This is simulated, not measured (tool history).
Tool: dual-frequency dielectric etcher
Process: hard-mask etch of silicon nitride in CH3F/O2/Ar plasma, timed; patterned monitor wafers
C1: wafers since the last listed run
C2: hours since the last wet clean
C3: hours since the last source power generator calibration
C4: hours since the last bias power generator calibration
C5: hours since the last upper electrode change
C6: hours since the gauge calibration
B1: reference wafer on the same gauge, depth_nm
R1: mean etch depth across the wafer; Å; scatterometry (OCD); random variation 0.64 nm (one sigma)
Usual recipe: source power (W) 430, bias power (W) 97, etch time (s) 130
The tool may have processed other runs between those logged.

Run 1, hour 0: usual settings; C1 0; C2 470.5; C3 2080.8; C4 3736.6; C5 4477.5; C6 453.5; B1 113.4. Result: R1 970 Å.
At hour 43.6: wet clean of the chamber.
Run 2, hour 44.1: usual settings; C1 205; C2 0.5; C3 2124.9; C4 3780.7; C5 4521.6; C6 497.6; B1 113.5. Result: R1 975 Å.
Run 3, hour 141.6: usual settings but source power (W) 360; C1 999; C2 98; C3 2222.4; C4 3878.2; C5 4619.1; C6 595.1; B1 113.9. Result: R1 902 Å.
Run 4, hour 207.1: usual settings but source power (W) 360; C1 671; C2 163.5; C3 2287.9; C4 3943.7; C5 4684.6; C6 660.6; B1 114.1. Result: R1 913 Å.
Run 5, hour 254.7: usual settings; C1 487; C2 211.1; C3 2335.5; C4 3991.3; C5 4732.2; C6 708.2; B1 114.5. Result: R1 995 Å.
Run 6, hour 299.3: usual settings; C1 457; C2 255.7; C3 2380.1; C4 4035.9; C5 4776.8; C6 752.8; B1 114.6. Result: R1 995 Å.
Run 7, hour 365.9: usual settings but source power (W) 450, etch time (s) 121.5; C1 682; C2 322.3; C3 2446.7; C4 4102.5; C5 4843.4; C6 819.4; B1 115. Result: R1 943 Å.
At hour 379.1: bias power generator calibrated.
Run 8, hour 424.8: usual settings; C1 562; C2 381.2; C3 2505.6; C4 45.7; C5 4902.3; C6 878.3; B1 115. Result: R1 988 Å.
Run 9, hour 455.2: usual settings; C1 311; C2 411.6; C3 2536; C4 76.1; C5 4932.7; C6 908.7; B1 115.1. Result: R1 998 Å.
At hour 501.4: wet clean of the chamber.
Run 10, hour 512.1: usual settings; C1 337; C2 10.7; C3 2592.9; C4 133; C5 4989.6; C6 965.6; B1 115.4. Result: R1 991 Å.
Run 11, hour 570.4: usual settings; C1 597; C2 69; C3 2651.2; C4 191.3; C5 5047.9; C6 1023.9; B1 115.8. Result: R1 990 Å.
Run 12, hour 623.8: usual settings but source power (W) 390, etch time (s) 154; C1 547; C2 122.4; C3 2704.6; C4 244.7; C5 5101.3; C6 1077.3; B1 116. Result: R1 1131 Å.
Run 13, hour 653.8: usual settings but bias power (W) 111, etch time (s) 145; C1 307; C2 152.4; C3 2734.6; C4 274.7; C5 5131.3; C6 1107.3; B1 116.1. Result: R1 1189 Å.
Run 14, hour 717.1: usual settings; C1 648; C2 215.7; C3 2797.9; C4 338; C5 5194.6; C6 1170.6; B1 116.1. Result: R1 991 Å.
Run 15, hour 757.9: usual settings but source power (W) 490, bias power (W) 85, etch time (s) 109; C1 418; C2 256.5; C3 2838.7; C4 378.8; C5 5235.4; C6 1211.4; B1 116.5. Result: R1 828 Å.
At hour 786: upper electrode replaced.
At hour 794: gauge calibrated.
Run 16, hour 800.5: usual settings but etch time (s) 164; C1 190; C2 299.1; C3 2881.3; C4 421.4; C5 14.5; C6 6.5; B1 111.8. Result: R1 1208 Å.
Run 17, hour 833.5: usual settings but source power (W) 360, bias power (W) 79, etch time (s) 114; C1 338; C2 332.1; C3 2914.3; C4 454.4; C5 47.5; C6 39.5; B1 112. Result: R1 706 Å.
Run 18, hour 895: usual settings but source power (W) 540, bias power (W) 76, etch time (s) 112.5; C1 630; C2 393.6; C3 2975.8; C4 515.9; C5 109; C6 101; B1 112.3. Result: R1 834 Å.
At hour 912.8: source power generator calibrated.
At hour 980.9: wet clean of the chamber.
Run 19, hour 981.4: usual settings but source power (W) 510, etch time (s) 111; C1 598; C2 0.5; C3 68.6; C4 602.3; C5 195.4; C6 187.4; B1 112.7. Result: R1 887 Å.
Run 20, hour 998.6: usual settings; C1 176; C2 17.7; C3 85.8; C4 619.5; C5 212.6; C6 204.6; B1 112.8. Result: R1 983 Å.
Run 21, hour 1059.4: usual settings but source power (W) 340, bias power (W) 74, etch time (s) 161; C1 623; C2 78.5; C3 146.6; C4 680.3; C5 273.4; C6 265.4; B1 113. Result: R1 956 Å.
Run 22, hour 1095.7: usual settings but source power (W) 490, bias power (W) 109, etch time (s) 150; C1 372; C2 114.8; C3 182.9; C4 716.6; C5 309.7; C6 301.7; B1 113. Result: R1 1257 Å.
Run 23, hour 1140: usual settings; C1 453; C2 159.1; C3 227.2; C4 760.9; C5 354; C6 346; B1 113.4. Result: R1 987 Å.
Run 24, hour 1202.7: usual settings; C1 642; C2 221.8; C3 289.9; C4 823.6; C5 416.7; C6 408.7; B1 113.4. Result: R1 980 Å.
Run 25, hour 1257.6: usual settings but etch time (s) 119; C1 562; C2 276.7; C3 344.8; C4 878.5; C5 471.6; C6 463.6; B1 114. Result: R1 887 Å.
Run 26, hour 1310.5: usual settings; C1 542; C2 329.6; C3 397.7; C4 931.4; C5 524.5; C6 516.5; B1 114. Result: R1 982 Å.
Run 27, hour 1345.9: usual settings but source power (W) 370, etch time (s) 165; C1 362; C2 365; C3 433.1; C4 966.8; C5 559.9; C6 551.9; B1 114.2. Result: R1 1154 Å.
Run 28, hour 1380.9: usual settings but etch time (s) 160; C1 358; C2 400; C3 468.1; C4 1001.8; C5 594.9; C6 586.9; B1 114.3. Result: R1 1195 Å.
At hour 1449.7: wet clean of the chamber.
Run 29, hour 1450.2: usual settings; C1 464; C2 0.5; C3 537.4; C4 1071.1; C5 664.2; C6 656.2; B1 114.6. Result: R1 974 Å.
Run 30, hour 1463.1: usual settings but bias power (W) 106; C1 132; C2 13.4; C3 550.3; C4 1084; C5 677.1; C6 669.1; B1 114.6. Result: R1 1025 Å.
Run 31, hour 1492: usual settings but bias power (W) 76, etch time (s) 159.5; C1 296; C2 42.3; C3 579.2; C4 1112.9; C5 706; C6 698; B1 114.8. Result: R1 1068 Å.

Same runs, no hidden state in the tool, same run-to-run variation:
Unlogged tool condition in this case: etch rate over this chamber's usual, %; source power that arrives over what is set, %; bias power that arrives over what is set, %; gauge reads high (%).
run    R1
  1   953
  2   956
  3   882
  4   890
  5   968
  6   967
  7   914
  8   956
  9   965
 10   956
 11   953
 12  1087
 13  1142
 14   949
 15   792
 16  1202
 17   702
 18   827
 19   877
 20   972
 21   943
 22  1238
 23   970
 24   961
 25   868
 26   960
 27  1127
 28  1165
 29   947
 30   997
 31  1037
